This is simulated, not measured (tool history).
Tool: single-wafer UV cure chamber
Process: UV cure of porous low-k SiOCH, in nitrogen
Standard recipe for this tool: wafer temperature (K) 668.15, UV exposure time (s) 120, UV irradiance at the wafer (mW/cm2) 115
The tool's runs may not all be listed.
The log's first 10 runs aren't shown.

run,day,wafer temperature (K),UV exposure time (s),UV irradiance at the wafer (mW/cm2),loss of film thickness in the cure (%)
11,29.050,668.15,120,115,9.949
12,32.625,668.15,120,115,9.572
13,36.933,668.15,120,115,9.652
14,39.721,668.15,120,115,9.777
15,42.875,668.15,120,125,9.985
# day 46.267: quartz window cleaned
16,47.158,668.15,120,125,10.269
17,50.471,668.15,120,115,9.667
18,58.042,668.15,120,115,9.796
19,60.317,668.15,120,115,9.727
20,64.054,677.15,120,115,9.724
21,66.258,668.15,120,115,9.614
22,67.817,668.15,120,115,9.656
# day 68.521: UV bulbs replaced
23,69.388,668.15,120,128,11.694
24,71.300,668.15,120,115,10.744
25,74.267,668.15,120,93,9.804
# day 75.975: quartz window cleaned
26,76.317,654.15,120,83,9.080
27,80.192,668.15,150,79,9.998
28,83.488,668.15,185,81,10.764
29,86.979,668.15,120,115,10.360
30,88.688,668.15,120,125,10.749
31,92.471,668.15,120,115,10.186
32,96.417,668.15,120,115,10.205

Estimate the outcome of run 33 from the log above:
33,98.671,668.15,170,115,?

Run 33 yielded loss of film thickness in the cure (%) 11.752.
On a tool with no hidden condition, and with the same random variation, this run would have come out at loss of film thickness in the cure (%) 12.631.
